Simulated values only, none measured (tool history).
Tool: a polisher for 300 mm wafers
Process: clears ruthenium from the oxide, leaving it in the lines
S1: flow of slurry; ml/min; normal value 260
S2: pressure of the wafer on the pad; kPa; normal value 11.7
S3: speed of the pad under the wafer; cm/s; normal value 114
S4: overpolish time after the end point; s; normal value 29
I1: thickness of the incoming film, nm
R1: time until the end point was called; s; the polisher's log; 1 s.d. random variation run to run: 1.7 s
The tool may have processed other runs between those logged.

{"run": 1, "day": 0.0, "S1": 260, "S2": 11.7, "S3": 144, "S4": 29, "I1": 79.8, "R1": 82.3}
{"run": 2, "day": 2.938, "S1": 260, "S2": 11.7, "S3": 114, "S4": 29, "I1": 79.5, "R1": 96.5}
{"run": 3, "day": 6.329, "S1": 260, "S2": 11.7, "S3": 114, "S4": 29, "I1": 78.4, "R1": 92.5}
{"run": 4, "day": 9.438, "S1": 260, "S2": 11.7, "S3": 114, "S4": 29, "I1": 81.2, "R1": 87.5}
{"run": 5, "day": 13.75, "S1": 330, "S2": 9.0, "S3": 114, "S4": 29, "I1": 78.8, "R1": 99.9}
{"run": 6, "day": 17.658, "S1": 330, "S2": 9.0, "S3": 114, "S4": 29, "I1": 80.2, "R1": 99.6}
{"run": 7, "day": 19.917, "S1": 260, "S2": 11.7, "S3": 114, "S4": 29, "I1": 78.3, "R1": 88.6}
{"run": 8, "day": 23.558, "S1": 260, "S2": 11.7, "S3": 114, "S4": 29, "I1": 79.4, "R1": 88.8}
{"run": 9, "day": 26.304, "S1": 260, "S2": 11.7, "S3": 114, "S4": 29, "I1": 80.1, "R1": 89.7}
{"run": 10, "day": 30.271, "S1": 260, "S2": 11.7, "S3": 114, "S4": 29, "I1": 80.9, "R1": 90.8}
{"run": 11, "day": 33.479, "S1": 260, "S2": 11.7, "S3": 114, "S4": 29, "I1": 79.9, "R1": 92.0}
{"run": 12, "day": 37.971, "S1": 260, "S2": 13.1, "S3": 114, "S4": 29, "I1": 80.0, "R1": 87.3}
{"run": 13, "day": 41.783, "S1": 260, "S2": 13.1, "S3": 114, "S4": 29, "I1": 79.6, "R1": 83.2}
{"run": 14, "day": 44.083, "S1": 305, "S2": 7.6, "S3": 76, "S4": 38, "I1": 81.0, "R1": 165.9}
{"run": 15, "day": 46.867, "S1": 260, "S2": 11.7, "S3": 84, "S4": 29, "I1": 81.5, "R1": 123.5}
{"run": 16, "day": 59.225, "S1": 225, "S2": 10.3, "S3": 88, "S4": 29, "I1": 81.0, "R1": 131.4}
{"run": 17, "day": 61.804, "S1": 260, "S2": 8.3, "S3": 78, "S4": 29, "I1": 80.4, "R1": 162.8}
{"run": 18, "day": 64.738, "S1": 260, "S2": 11.7, "S3": 114, "S4": 29, "I1": 80.6, "R1": 91.9}
{"run": 19, "day": 67.233, "S1": 260, "S2": 11.7, "S3": 114, "S4": 29, "I1": 80.9, "R1": 92.8}
{"run": 20, "day": 71.017, "S1": 260, "S2": 11.7, "S3": 114, "S4": 29, "I1": 78.4, "R1": 89.9}
{"run": 21, "day": 73.979, "S1": 260, "S2": 11.7, "S3": 114, "S4": 29, "I1": 78.8, "R1": 88.6}
{"run": 22, "day": 78.125, "S1": 305, "S2": 7.6, "S3": 76, "S4": 38, "I1": 80.3, "R1": 167.4}
{"run": 23, "day": 80.921, "S1": 230, "S2": 13.1, "S3": 98, "S4": 44, "I1": 79.6, "R1": 98.8}
{"run": 24, "day": 83.892, "S1": 260, "S2": 11.7, "S3": 114, "S4": 29, "I1": 79.5, "R1": 91.0}
{"run": 25, "day": 85.688, "S1": 260, "S2": 11.7, "S3": 114, "S4": 29, "I1": 80.0, "R1": 91.7}
{"run": 26, "day": 89.558, "S1": 315, "S2": 11.7, "S3": 150, "S4": 29, "I1": 79.1, "R1": 65.5}
{"run": 27, "day": 92.05, "S1": 260, "S2": 11.7, "S3": 114, "S4": 29, "I1": 78.9, "R1": 91.8}
{"run": 28, "day": 94.317, "S1": 260, "S2": 8.3, "S3": 114, "S4": 29, "I1": 80.9, "R1": 105.6}
{"run": 29, "day": 97.471, "S1": 260, "S2": 9.0, "S3": 114, "S4": 13, "I1": 80.5, "R1": 103.5}
{"run": 30, "day": 100.938, "S1": 260, "S2": 11.7, "S3": 114, "S4": 29, "I1": 79.4, "R1": 88.4}
{"run": 31, "day": 104.567, "S1": 180, "S2": 11.7, "S3": 114, "S4": 29, "I1": 79.0, "R1": 94.0}
{"run": 32, "day": 107.504, "S1": 260, "S2": 8.3, "S3": 126, "S4": 19, "I1": 79.4, "R1": 101.6}
{"run": 33, "day": 109.008, "S1": 260, "S2": 11.7, "S3": 128, "S4": 29, "I1": 81.1, "R1": 84.8}
{"run": 34, "day": 113.196, "S1": 235, "S2": 9.0, "S3": 136, "S4": 29, "I1": 80.5, "R1": 85.4}
{"run": 35, "day": 117.417, "S1": 295, "S2": 15.2, "S3": 78, "S4": 42, "I1": 80.1, "R1": 112.7}
{"run": 36, "day": 120.85, "S1": 185, "S2": 13.1, "S3": 136, "S4": 23, "I1": 80.6, "R1": 72.8}

Not shown: 10 entries that the log had between the listed runs. Between which runs, and how does the tool's hidden state differ before and after?
Run 3 -> run 4: slurry nozzle cleaned (day 6.883); worn pad replaced by a new one, of another model than before (day 7.538)
  slurry flow missing at the pad, %: 41.3 -> 13.5
  difference, measured minus the result without the unlogged condition, R1: +7.5 -> +0.8 s
Run 7 -> run 8: head pressure recalibrated (day 20.896)
  slurry flow missing at the pad, %: 34.1 -> 37.7
  difference, measured minus the result without the unlogged condition, R1: +2.5 -> +2.8 s
Run 12 -> run 13: worn pad replaced by a new one (day 41.525)
  slurry flow missing at the pad, %: 44.3 -> 45
  difference, measured minus the result without the unlogged condition, R1: +3.4 -> +3.4 s
Run 13 -> run 14: slurry nozzle cleaned (day 42.933)
  slurry flow missing at the pad, %: 45 -> 11.9
  difference, measured minus the result without the unlogged condition, R1: +3.4 -> +1.3 s
Run 20 -> run 21: worn pad replaced by a new one (day 73.896)
  slurry flow missing at the pad, %: 46.6 -> 47.4
  difference, measured minus the result without the unlogged condition, R1: +3.8 -> +3.9 s
Run 22 -> run 23: slurry nozzle cleaned (day 79.129)
  slurry flow missing at the pad, %: 48.1 -> 9.86
  difference, measured minus the result without the unlogged condition, R1: +6.7 -> +0.7 s
Run 23 -> run 24: head pressure recalibrated (day 81.446)
  slurry flow missing at the pad, %: 9.86 -> 18.4
  difference, measured minus the result without the unlogged condition, R1: +0.7 -> +1.2 s
Run 33 -> run 34: worn pad replaced by a new one (day 109.396); slurry nozzle cleaned (day 109.412)
  slurry flow missing at the pad, %: 42.9 -> 12.7
  difference, measured minus the result without the unlogged condition, R1: +3.2 -> +0.8 s
